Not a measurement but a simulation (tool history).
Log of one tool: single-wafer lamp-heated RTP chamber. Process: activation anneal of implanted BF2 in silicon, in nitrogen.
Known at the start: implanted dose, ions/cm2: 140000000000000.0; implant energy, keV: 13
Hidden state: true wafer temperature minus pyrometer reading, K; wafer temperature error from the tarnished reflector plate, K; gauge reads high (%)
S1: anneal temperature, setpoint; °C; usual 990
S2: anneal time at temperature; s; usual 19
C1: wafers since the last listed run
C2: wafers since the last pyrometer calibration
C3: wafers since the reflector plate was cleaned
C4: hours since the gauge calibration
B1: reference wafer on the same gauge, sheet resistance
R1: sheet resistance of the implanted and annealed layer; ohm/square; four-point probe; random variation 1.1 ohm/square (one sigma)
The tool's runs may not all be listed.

run 1 hour=0.0 | S1=990 S2=19 | C1=0 C2=1398 C3=5679 C4=273.1 | B1=713.26 | R1=770.13
-- hour=13.0 reflector plate cleaned
run 2 hour=189.6 | S1=990 S2=19 | C1=3172 C2=4570 C3=3085 C4=462.7 | B1=714.18 | R1=769.51
run 3 hour=279.8 | S1=990 S2=19 | C1=1575 C2=6146 C3=4661 C4=552.9 | B1=714.79 | R1=771.63
run 4 hour=327.9 | S1=990 S2=19 | C1=840 C2=6986 C3=5501 C4=601.0 | B1=715.08 | R1=770.59
-- hour=361.8 gauge calibrated
-- hour=365.3 reflector plate cleaned
run 5 hour=381.6 | S1=990 S2=16 | C1=798 C2=7784 C3=284 C4=19.8 | B1=708.07 | R1=767.19
-- hour=454.5 pyrometer window cleaned and pyrometer calibrated
run 6 hour=458.4 | S1=990 S2=16 | C1=1201 C2=67 C3=1486 C4=96.6 | B1=710.36 | R1=769.32
run 7 hour=532.6 | S1=990 S2=16 | C1=1296 C2=1363 C3=2782 C4=170.8 | B1=711.80 | R1=768.60
run 8 hour=630.6 | S1=976 S2=11 | C1=1711 C2=3075 C3=4494 C4=268.8 | B1=712.85 | R1=775.19
-- hour=681.1 reflector plate cleaned
run 9 hour=738.2 | S1=990 S2=19 | C1=1739 C2=4815 C3=997 C4=376.4 | B1=713.95 | R1=771.51
run 10 hour=794.5 | S1=980 S2=29 | C1=983 C2=5799 C3=1981 C4=432.7 | B1=714.52 | R1=766.39
-- hour=925.0 pyrometer window cleaned and pyrometer calibrated
-- hour=991.0 gauge calibrated
-- hour=1093.0 reflector plate cleaned
run 11 hour=1100.1 | S1=990 S2=11 | C1=5058 C2=2918 C3=124 C4=109.1 | B1=710.40 | R1=770.47
run 12 hour=1140.5 | S1=971 S2=9 | C1=705 C2=3624 C3=829 C4=149.5 | B1=710.93 | R1=778.49
run 13 hour=1199.2 | S1=974 S2=14 | C1=1025 C2=4649 C3=1855 C4=208.2 | B1=712.20 | R1=772.89
run 14 hour=1251.2 | S1=990 S2=8 | C1=908 C2=5558 C3=2763 C4=260.2 | B1=712.16 | R1=778.02

Forecast each of these 3 alternatives for the next run:
run A hour=1251.6 | S1=1017 S2=19 | C1=6 C2=5565 C3=2770 C4=260.6 | B1=? | R1=?
run B hour=1251.6 | S1=1003 S2=19 | C1=6 C2=5565 C3=2770 C4=260.6 | B1=? | R1=?
run C hour=1251.6 | S1=990 S2=27 | C1=6 C2=5565 C3=2770 C4=260.6 | B1=? | R1=?

run=A B1=712.76 R1=762.75
run=B B1=712.76 R1=766.15
run=C B1=712.76 R1=764.03
Without the tool's hidden state the same runs would have given:
run=A R1=756.79
run=B R1=760.16
run=C R1=758.06
